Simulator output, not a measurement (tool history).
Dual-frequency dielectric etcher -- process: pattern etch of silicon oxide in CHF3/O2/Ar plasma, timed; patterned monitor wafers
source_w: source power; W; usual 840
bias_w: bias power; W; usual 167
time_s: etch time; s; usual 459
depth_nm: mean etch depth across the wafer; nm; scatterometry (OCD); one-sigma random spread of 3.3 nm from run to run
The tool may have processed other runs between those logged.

run    hour  source_w  bias_w  time_s  wafers since the last listed run  hours since the last wet clean  hours since the last source power generator calibration  hours since the last bias power generator calibration  hours since the last upper electrode change  hours since the gauge calibration  read-back reference wafer on the same gauge, depth_nm  depth_nm
  1       0       840     167     459                                 0                           341.2                                                    767.5                                                 4591.7                                         4353                              709.9                                                  900.5    1039.4
  2    45.6       840     167   406.5                               197                           386.8                                                    813.1                                                 4637.3                                       4398.6                              755.5                                                  900.5     913.5
      101.1  -- wet clean of the chamber
  3   110.5       840     167   406.5                               177                             9.4                                                      878                                                 4702.2                                       4463.5                              820.4                                                  900.1     933.1
  4   389.5       700     145     459                              1209                           288.4                                                     1157                                                 4981.2                                       4742.5                             1099.4                                                  900.2     938.9
      422.4  -- bias power generator calibrated
  5   474.9       700     145     459                               352                           373.8                                                   1242.4                                                   52.5                                       4827.9                             1184.8                                                  900.1     932.5
      571.7  -- wet clean of the chamber
  6   572.2       840     167     459                               317                             0.5                                                   1339.7                                                  149.8                                       4925.2                             1282.1                                                  899.9    1052.6
  7   637.2       840     167     459                               281                            65.5                                                   1404.7                                                  214.8                                       4990.2                             1347.1                                                  900.7    1051.6
  8   700.2       840     167     459                               273                           128.5                                                   1467.7                                                  277.8                                       5053.2                             1410.1                                                  900.3    1054.3
      733.7  -- source power generator calibrated
  9     738       840     167     459                               146                           166.3                                                      4.3                                                  315.6                                         5091                             1447.9                                                  899.8    1039.4
 10     779       840     167     459                               177                           207.3                                                     45.3                                                  356.6                                         5132                             1488.9                                                  899.7    1043.6
 11   872.9       840     167     459                               406                           301.2                                                    139.2                                                  450.5                                       5225.9                             1582.8                                                  899.4    1036.2
 12     961       840     167     459                               381                           389.3                                                    227.3                                                  538.6                                         5314                             1670.9                                                  900.1    1030.4
     1048.3  -- wet clean of the chamber
 13  1054.2       780     167   361.5                               299                             5.9                                                    320.5                                                  631.8                                       5407.2                             1764.1                                                  899.7     807.2
     1139.9  -- gauge calibrated
 14  1160.4       970     191   566.5                               460                           112.1                                                    426.7                                                    738                                       5513.4                               20.5                                                  899.7    1414.1
 15  1241.2       920     126   507.5                               350                           192.9                                                    507.5                                                  818.8                                       5594.2                              101.3                                                  900.1    1085.4
 16  1341.3       940     142     459                               433                             293                                                    607.6                                                  918.9                                       5694.3                              201.4                                                  900.5    1027.1
 17  1378.2       840     167     459                               159                           329.9                                                    644.5                                                  955.8                                       5731.2                              238.3                                                    900    1048.6
 18    1442      1050     137   537.5                               276                           393.7                                                    708.3                                                 1019.6                                         5795                              302.1                                                  899.6    1231.6
     1499.9  -- upper electrode replaced
     1526.2  -- wet clean of the chamber
 19  1541.1       840     167     459                               221                            14.9                                                    807.4                                                 1118.7                                         41.2                              401.2                                                  900.1    1061.4
 20  1631.2       920     147   421.5                               390                             105                                                    897.5                                                 1208.8                                        131.3                              491.3                                                  899.4       963
 21  1685.1       840     167     459                               233                           158.9                                                    951.4                                                 1262.7                                        185.2                              545.2                                                  899.9    1056.3
 22  1740.9       840     204     459                               241                           214.7                                                   1007.2                                                 1318.5                                          241                                601                                                  900.5    1125.8
 23  1807.8      1010     153     459                               289                           281.6                                                   1074.1                                                 1385.4                                        307.9                              667.9                                                    900    1079.3
 24  1898.5       970     193     590                               393                           372.3                                                   1164.8                                                 1476.1                                        398.6                              758.6                                                  900.2    1474.5
     1961.2  -- wet clean of the chamber
 25  1964.9       840     181     459                               183                             3.7                                                   1231.2                                                 1542.5                                          465                                825                                                  900.2    1087.6
 26    2030      1040     179     459                               282                            68.8                                                   1296.3                                                 1607.6                                        530.1                              890.1                                                  899.7    1166.2
 27  2121.5       980     143   570.5                               396                           160.3                                                   1387.8                                                 1699.1                                        621.6                              981.6                                                  899.8    1312.5
 28  2174.8       840     167     459                               230                           213.6                                                   1441.1                                                 1752.4                                        674.9                             1034.9                                                  899.6    1052.3

Measured minus without-hidden-state, run by run (identical run-to-run variation in each term; gauge scatter may differ):
Hidden conditions of the tool in this case: etch rate over this chamber's usual, %; source power that arrives over what is set, %; bias power that arrives over what is set, %; gauge reads high (%).
run  depth_nm
  1      -4.3
  2      -5.2
  3     +10.5
  4      +1.2
  5      -1.7
  6     +14.4
  7     +11.8
  8      +9.2
  9      -3.1
 10      -3.8
 11      -5.5
 12      -7.3
 13      +6.5
 14      +7.4
 15      +3.5
 16      +0.1
 17      -1.3
 18      -3.9
 19     +15.1
 20     +10.9
 21      +9.8
 22        +8
 23      +5.4
 24        +2
 25     +14.5
 26     +12.8
 27     +10.1
 28      +5.8
